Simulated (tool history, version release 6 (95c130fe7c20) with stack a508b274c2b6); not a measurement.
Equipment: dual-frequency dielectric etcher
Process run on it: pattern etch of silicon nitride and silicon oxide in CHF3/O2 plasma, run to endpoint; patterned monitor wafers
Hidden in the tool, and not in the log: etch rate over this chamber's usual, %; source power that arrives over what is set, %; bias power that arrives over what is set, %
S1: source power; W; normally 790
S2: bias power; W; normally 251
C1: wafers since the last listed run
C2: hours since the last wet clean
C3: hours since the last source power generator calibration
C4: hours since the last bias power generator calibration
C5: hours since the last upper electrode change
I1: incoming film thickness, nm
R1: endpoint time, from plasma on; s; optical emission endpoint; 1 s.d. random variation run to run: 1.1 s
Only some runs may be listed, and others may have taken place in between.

run 1 hour=0 | S1=790 S2=251 | C1=0 C2=386.3 C3=2550.5 C4=3794.7 C5=3925.4 | I1=282.9 | R1=156
run 2 hour=43.1 | S1=790 S2=251 | C1=286 C2=429.4 C3=2593.6 C4=3837.8 C5=3968.5 | I1=284.6 | R1=156.7
run 3 hour=81.5 | S1=790 S2=251 | C1=255 C2=467.8 C3=2632 C4=3876.2 C5=4006.9 | I1=278.7 | R1=153
run 4 hour=111.6 | S1=790 S2=251 | C1=199 C2=497.9 C3=2662.1 C4=3906.3 C5=4037 | I1=282.6 | R1=156.8
run 5 hour=163.4 | S1=790 S2=251 | C1=344 C2=549.7 C3=2713.9 C4=3958.1 C5=4088.8 | I1=286.5 | R1=157.4
run 6 hour=213.8 | S1=790 S2=251 | C1=334 C2=600.1 C3=2764.3 C4=4008.5 C5=4139.2 | I1=282.3 | R1=155.6
-- hour=278.2 wet clean of the chamber
run 7 hour=279.4 | S1=790 S2=251 | C1=276 C2=1.2 C3=2829.9 C4=4074.1 C5=4204.8 | I1=283.9 | R1=156
run 8 hour=324.8 | S1=790 S2=251 | C1=301 C2=46.6 C3=2875.3 C4=4119.5 C5=4250.2 | I1=284.3 | R1=155.4
run 9 hour=387.6 | S1=790 S2=251 | C1=417 C2=109.4 C3=2938.1 C4=4182.3 C5=4313 | I1=282.9 | R1=153.5
-- hour=405.9 bias power generator calibrated
run 10 hour=455.8 | S1=790 S2=251 | C1=426 C2=177.6 C3=3006.3 C4=49.9 C5=4381.2 | I1=281.6 | R1=155.8
-- hour=510.2 upper electrode replaced
run 11 hour=510.7 | S1=790 S2=251 | C1=205 C2=232.5 C3=3061.2 C4=104.8 C5=0.5 | I1=283 | R1=154.6
run 12 hour=537.5 | S1=660 S2=251 | C1=178 C2=259.3 C3=3088 C4=131.6 C5=27.3 | I1=282.3 | R1=164.6
run 13 hour=572.2 | S1=790 S2=251 | C1=230 C2=294 C3=3122.7 C4=166.3 C5=62 | I1=283.8 | R1=157.5
run 14 hour=620.8 | S1=790 S2=251 | C1=322 C2=342.6 C3=3171.3 C4=214.9 C5=110.6 | I1=284.9 | R1=157
run 15 hour=662.8 | S1=790 S2=251 | C1=278 C2=384.6 C3=3213.3 C4=256.9 C5=152.6 | I1=282.3 | R1=155.4
-- hour=686.1 source power generator calibrated
run 16 hour=725.1 | S1=790 S2=251 | C1=387 C2=446.9 C3=39 C4=319.2 C5=214.9 | I1=283.4 | R1=155.5
run 17 hour=751.2 | S1=870 S2=268 | C1=173 C2=473 C3=65.1 C4=345.3 C5=241 | I1=281.7 | R1=143.9
-- hour=784.6 wet clean of the chamber
run 18 hour=787.2 | S1=600 S2=284 | C1=79 C2=2.6 C3=101.1 C4=381.3 C5=277 | I1=280.3 | R1=157.2
run 19 hour=812.7 | S1=870 S2=271 | C1=169 C2=28.1 C3=126.6 C4=406.8 C5=302.5 | I1=283.5 | R1=146.3
run 20 hour=848.2 | S1=690 S2=290 | C1=235 C2=63.6 C3=162.1 C4=442.3 C5=338 | I1=286.4 | R1=152.8
run 21 hour=886.7 | S1=680 S2=292 | C1=255 C2=102.1 C3=200.6 C4=480.8 C5=376.5 | I1=284.1 | R1=151.4
run 22 hour=922.2 | S1=790 S2=251 | C1=235 C2=137.6 C3=236.1 C4=516.3 C5=412 | I1=284.8 | R1=158.2
run 23 hour=974.1 | S1=610 S2=297 | C1=344 C2=189.5 C3=288 C4=568.2 C5=463.9 | I1=280.3 | R1=154.1
run 24 hour=1035.7 | S1=790 S2=251 | C1=409 C2=251.1 C3=349.6 C4=629.8 C5=525.5 | I1=282 | R1=153.7
run 25 hour=1065.6 | S1=920 S2=201 | C1=198 C2=281 C3=379.5 C4=659.7 C5=555.4 | I1=281.5 | R1=163.9
run 26 hour=1113.7 | S1=700 S2=251 | C1=319 C2=329.1 C3=427.6 C4=707.8 C5=603.5 | I1=284.3 | R1=161.1
run 27 hour=1152.4 | S1=700 S2=209 | C1=257 C2=367.8 C3=466.3 C4=746.5 C5=642.2 | I1=280.5 | R1=176.2
run 28 hour=1204.5 | S1=860 S2=272 | C1=346 C2=419.9 C3=518.4 C4=798.6 C5=694.3 | I1=280.8 | R1=144.8
run 29 hour=1276 | S1=790 S2=251 | C1=474 C2=491.4 C3=589.9 C4=870.1 C5=765.8 | I1=282.4 | R1=153.7

Run 30, settings as shown, results not yet in. Your forecast:
run 30 hour=1310.8 | S1=630 S2=251 | C1=231 C2=526.2 C3=624.7 C4=904.9 C5=800.6 | I1=283.4 | R1=?

R1: 169.5 s
Without the tool's hidden state the same run would have given R1 169.5 s.
